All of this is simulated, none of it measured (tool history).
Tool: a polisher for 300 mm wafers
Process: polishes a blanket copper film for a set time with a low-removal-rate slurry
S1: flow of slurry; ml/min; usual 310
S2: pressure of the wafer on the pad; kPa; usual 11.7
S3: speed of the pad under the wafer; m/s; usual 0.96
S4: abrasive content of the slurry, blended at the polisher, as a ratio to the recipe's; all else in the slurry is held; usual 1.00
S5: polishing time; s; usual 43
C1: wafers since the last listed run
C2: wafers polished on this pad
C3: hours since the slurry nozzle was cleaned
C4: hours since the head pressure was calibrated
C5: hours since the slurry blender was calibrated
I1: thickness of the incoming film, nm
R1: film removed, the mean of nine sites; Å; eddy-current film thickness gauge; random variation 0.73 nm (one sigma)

run	hour	S1	S2	S3	S4	S5	C1	C2	C3	C4	C5	I1	R1
1	0.0	310	11.7	0.88	1.00	43	0	163	59.0	457.3	233.4	1540.6	783
2	95.6	310	11.7	0.88	1.00	43	1678	1842	154.6	552.9	329.0	1502.8	749
# hour 123.3: slurry blender recalibrated
3	190.3	310	11.7	0.96	1.00	43	1627	3469	249.3	647.6	67.0	1530.5	847
# hour 217.3: worn pad replaced by a new one
4	244.1	310	11.7	0.96	1.00	37	874	470	303.1	701.4	120.8	1521.1	723
5	329.3	310	11.7	0.96	1.00	37	1495	1965	388.3	786.6	206.0	1511.1	717
6	408.2	310	11.7	0.96	1.00	43	1385	3351	467.2	865.5	284.9	1535.3	814
# hour 435.0: worn pad replaced by a new one
# hour 476.7: slurry blender recalibrated
7	485.5	310	11.7	0.96	1.00	43	1251	852	544.5	942.8	8.8	1510.6	854
8	546.4	310	11.7	0.96	1.00	43	1069	1921	605.4	1003.7	69.7	1501.8	846
# hour 591.6: slurry nozzle cleaned
9	624.3	310	9.7	0.96	1.00	43	1350	3271	32.7	1081.6	147.6	1495.9	688
# hour 648.9: worn pad replaced by a new one
10	701.5	310	13.1	1.04	1.00	48	1285	923	109.9	1158.8	224.8	1519.8	1116
# hour 755.8: head pressure recalibrated
11	799.5	310	11.7	0.96	1.00	43	1685	2609	207.9	43.7	322.8	1504.0	811
# hour 882.4: slurry blender recalibrated
12	905.1	200	10.3	1.28	1.00	52	1818	4427	313.5	149.3	22.7	1518.5	1111
# hour 933.5: worn pad replaced by a new one
13	1005.3	250	11.7	1.26	1.00	28	1688	1260	413.7	249.5	122.9	1508.9	687
14	1108.4	415	9.0	0.96	1.00	43	1810	3070	516.8	352.6	226.0	1527.8	650
15	1191.8	310	11.7	0.88	1.00	43	1464	4534	600.2	436.0	309.4	1530.1	769
# hour 1212.3: worn pad replaced by a new one
# hour 1227.8: slurry blender recalibrated
16	1256.3	370	10.3	0.78	1.00	43	1027	738	664.7	500.5	28.5	1520.5	650

Some steps in R1 between neighbouring runs. How much of each would the tool show without its hidden state too (settings, what came in, random variation), and how much is left for the hidden state, with any gauge scatter that isn't in both results?
The hidden state here: removal rate lost through wear of the pad, %; slurry flow missing at the pad, %; deviation of the head's pressure from its setpoint, %; abrasive missing from the slurry, %.
Run 9 -> 10: S2 9.7 -> 13.1, S3 0.96 -> 1.04, S5 43 -> 48, worn pad replaced by a new one. R1 +428 Å: hidden state -20, all else +448.
Run 11 -> 12: S1 310 -> 200, S2 11.7 -> 10.3, S3 0.96 -> 1.28, S5 43 -> 52, slurry blender recalibrated. R1 +300 Å: hidden state +41, all else +259.
